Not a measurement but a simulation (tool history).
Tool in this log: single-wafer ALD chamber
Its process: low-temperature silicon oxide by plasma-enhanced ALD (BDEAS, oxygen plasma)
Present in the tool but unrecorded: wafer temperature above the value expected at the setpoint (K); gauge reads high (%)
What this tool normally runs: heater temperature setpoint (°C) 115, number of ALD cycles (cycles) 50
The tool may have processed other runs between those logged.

run,hour,heater temperature setpoint (°C),number of ALD cycles (cycles),wafers since the last listed run,hours since the last thermocouple change,hours since the gauge calibration,"read-back reference wafer on the same gauge, thickness_nm",mean film thickness on the monitor wafer (angstrom)
1,0.0,115,50,0,1897.1,1481.2,7.473,64.03
2,24.1,115,50,166,1921.2,1505.3,7.474,64.15
3,51.9,115,50,191,1949.0,1533.1,7.468,63.88
4,97.2,106,50,312,1994.3,1578.4,7.469,65.21
5,150.3,106,50,365,2047.4,1631.5,7.468,65.17
6,185.4,106,50,241,2082.5,1666.6,7.467,65.10
7,255.1,127,50,480,2152.2,1736.3,7.470,62.92
8,314.1,127,50,406,2211.2,1795.3,7.476,62.90
9,376.8,115,50,431,2273.9,1858.0,7.468,64.13
10,426.5,115,50,342,2323.6,1907.7,7.475,63.68
11,473.7,115,50,325,2370.8,1954.9,7.461,64.05
12,531.6,115,50,398,2428.7,2012.8,7.467,64.04
13,591.6,115,50,413,2488.7,2072.8,7.469,63.67
14,649.4,115,50,398,2546.5,2130.6,7.467,64.10
15,688.4,115,50,268,2585.5,2169.6,7.464,64.10
16,753.1,115,50,445,2650.2,2234.3,7.468,64.10
17,817.9,115,50,446,2715.0,2299.1,7.466,64.08
# hour 836.9: thermocouple changed; heater temperature recalibrated
18,887.8,115,50,426,50.9,2369.0,7.466,64.59
19,934.3,115,50,320,97.4,2415.5,7.473,64.50
20,962.7,115,50,195,125.8,2443.9,7.462,64.33
21,990.3,115,47,190,153.4,2471.5,7.471,60.95
22,1051.2,115,50,419,214.3,2532.4,7.464,64.51
23,1110.2,115,50,406,273.3,2591.4,7.476,64.49
# hour 1135.6: gauge calibrated
24,1138.3,110,45,193,301.4,2.7,7.470,58.51
25,1191.5,115,55,366,354.6,55.9,7.468,71.06
26,1240.9,115,57,340,404.0,105.3,7.470,73.21
27,1311.7,124,41,487,474.8,176.1,7.471,51.62
28,1382.8,115,58,489,545.9,247.2,7.468,74.80
29,1439.3,115,54,389,602.4,303.7,7.472,69.35
30,1465.1,104,46,177,628.2,329.5,7.467,60.40
31,1500.9,115,50,246,664.0,365.3,7.476,64.17
32,1635.3,125,54,925,798.4,499.7,7.471,67.86
33,1694.9,115,59,410,858.0,559.3,7.478,75.65
34,1732.6,109,50,259,895.7,597.0,7.460,64.74
35,1761.0,103,60,195,924.1,625.4,7.474,78.60
36,1832.1,101,47,489,995.2,696.5,7.477,61.90
37,1901.2,106,46,476,1064.3,765.6,7.469,59.96
38,1926.8,115,50,176,1089.9,791.2,7.467,63.82
39,1967.7,103,50,281,1130.8,832.1,7.472,65.44
40,2137.0,115,50,1166,1300.1,1001.4,7.473,64.28
41,2190.2,129,59,366,1353.3,1054.6,7.468,73.72
42,2250.3,103,54,414,1413.4,1114.7,7.466,70.80
43,2287.8,115,50,258,1450.9,1152.2,7.470,64.07

5 options for the next run, each taken on its own from the tool as it stands now. Forecast them:
A,2288.3,115,50,3,1451.4,1152.7,?,?
B,2288.3,115,53,3,1451.4,1152.7,?,?
C,2288.3,106,59,3,1451.4,1152.7,?,?
D,2288.3,121,60,3,1451.4,1152.7,?,?
E,2288.3,103,45,3,1451.4,1152.7,?,?

run,"read-back reference wafer on the same gauge, thickness_nm",mean film thickness on the monitor wafer (angstrom)
A,7.471,63.98
B,7.471,67.82
C,7.471,76.80
D,7.471,75.90
E,7.471,58.90
The same runs, with their run-to-run variation unchanged, on a tool lacking any hidden condition would have given:
run,mean film thickness on the monitor wafer (angstrom)
A,64.60
B,68.48
C,77.52
D,76.64
E,59.46
